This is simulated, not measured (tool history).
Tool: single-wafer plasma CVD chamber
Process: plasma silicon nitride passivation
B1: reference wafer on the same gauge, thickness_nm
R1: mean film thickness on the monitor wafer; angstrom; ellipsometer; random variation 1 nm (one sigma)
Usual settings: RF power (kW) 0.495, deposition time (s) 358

run 1 day=0.000 | RF_power_(kW)=0.495 deposition_time_(s)=413 | B1=651.623 | R1=6403.76
-- day=0.000 gauge calibrated
run 2 day=1.442 | RF_power_(kW)=0.495 deposition_time_(s)=413 | B1=652.102 | R1=6410.36
run 3 day=2.496 | RF_power_(kW)=0.495 deposition_time_(s)=413 | B1=652.105 | R1=6402.14
run 4 day=3.496 | RF_power_(kW)=0.495 deposition_time_(s)=358 | B1=651.973 | R1=5546.52
run 5 day=7.175 | RF_power_(kW)=0.495 deposition_time_(s)=358 | B1=651.849 | R1=5530.47
run 6 day=8.321 | RF_power_(kW)=0.495 deposition_time_(s)=358 | B1=651.926 | R1=5510.18
run 7 day=8.850 | RF_power_(kW)=0.495 deposition_time_(s)=358 | B1=652.039 | R1=5527.80
run 8 day=9.729 | RF_power_(kW)=0.495 deposition_time_(s)=358 | B1=652.204 | R1=5524.84
run 9 day=10.300 | RF_power_(kW)=0.495 deposition_time_(s)=306 | B1=651.977 | R1=4725.85
run 10 day=11.600 | RF_power_(kW)=0.495 deposition_time_(s)=358 | B1=651.946 | R1=5515.26
run 11 day=12.671 | RF_power_(kW)=0.495 deposition_time_(s)=373 | B1=652.312 | R1=5753.13
-- day=13.917 showerhead replaced
run 12 day=14.121 | RF_power_(kW)=0.495 deposition_time_(s)=358 | B1=651.792 | R1=5509.08
run 13 day=15.600 | RF_power_(kW)=0.555 deposition_time_(s)=358 | B1=652.426 | R1=5703.19
run 14 day=16.429 | RF_power_(kW)=0.555 deposition_time_(s)=358 | B1=651.699 | R1=5694.54
run 15 day=17.212 | RF_power_(kW)=0.495 deposition_time_(s)=358 | B1=652.128 | R1=5514.22
run 16 day=18.200 | RF_power_(kW)=0.495 deposition_time_(s)=306 | B1=651.765 | R1=4699.98
run 17 day=18.746 | RF_power_(kW)=0.495 deposition_time_(s)=413 | B1=652.206 | R1=6344.07
run 18 day=19.783 | RF_power_(kW)=0.410 deposition_time_(s)=415 | B1=652.130 | R1=6060.57
run 19 day=20.583 | RF_power_(kW)=0.495 deposition_time_(s)=417 | B1=651.790 | R1=6420.17
run 20 day=21.425 | RF_power_(kW)=0.550 deposition_time_(s)=379 | B1=651.968 | R1=5988.45
-- day=22.700 gauge calibrated
run 21 day=22.708 | RF_power_(kW)=0.405 deposition_time_(s)=358 | B1=651.960 | R1=5212.51
run 22 day=24.033 | RF_power_(kW)=0.495 deposition_time_(s)=288 | B1=651.633 | R1=4411.14
-- day=24.521 RF generator calibrated
run 23 day=25.083 | RF_power_(kW)=0.495 deposition_time_(s)=358 | B1=651.994 | R1=5603.28
run 24 day=25.854 | RF_power_(kW)=0.495 deposition_time_(s)=308 | B1=652.034 | R1=4839.02
run 25 day=26.421 | RF_power_(kW)=0.495 deposition_time_(s)=427 | B1=652.200 | R1=6697.45
run 26 day=26.946 | RF_power_(kW)=0.590 deposition_time_(s)=358 | B1=652.414 | R1=5887.71
run 27 day=27.858 | RF_power_(kW)=0.495 deposition_time_(s)=358 | B1=651.876 | R1=5616.30
run 28 day=28.846 | RF_power_(kW)=0.525 deposition_time_(s)=389 | B1=651.904 | R1=6198.91
run 29 day=29.567 | RF_power_(kW)=0.495 deposition_time_(s)=358 | B1=651.930 | R1=5620.06
run 30 day=30.625 | RF_power_(kW)=0.450 deposition_time_(s)=327 | B1=651.995 | R1=4993.88
run 31 day=31.383 | RF_power_(kW)=0.495 deposition_time_(s)=358 | B1=651.993 | R1=5597.90

What the log doesn't show, run by run:
gauge reads high (%): 0 in every run
H1: delivered RF power above the setpoint (%)
run=1 H1=-3.71
run=2 H1=-3.89
run=3 H1=-4.04
run=4 H1=-4.17
run=5 H1=-4.69
run=6 H1=-4.86
run=7 H1=-4.94
run=8 H1=-5.08
run=9 H1=-5.16
run=10 H1=-5.37
run=11 H1=-5.54
run=12 H1=-5.77
run=13 H1=-6.01
run=14 H1=-6.15
run=15 H1=-6.28
run=16 H1=-6.45
run=17 H1=-6.55
run=18 H1=-6.73
run=19 H1=-6.87
run=20 H1=-7.02
run=21 H1=-7.26
run=22 H1=-7.5
run=23 H1=-0.237
run=24 H1=-0.239
run=25 H1=-0.241
run=26 H1=-0.243
run=27 H1=-0.25
run=28 H1=-0.259
run=29 H1=-0.267
run=30 H1=-0.281
run=31 H1=-0.293
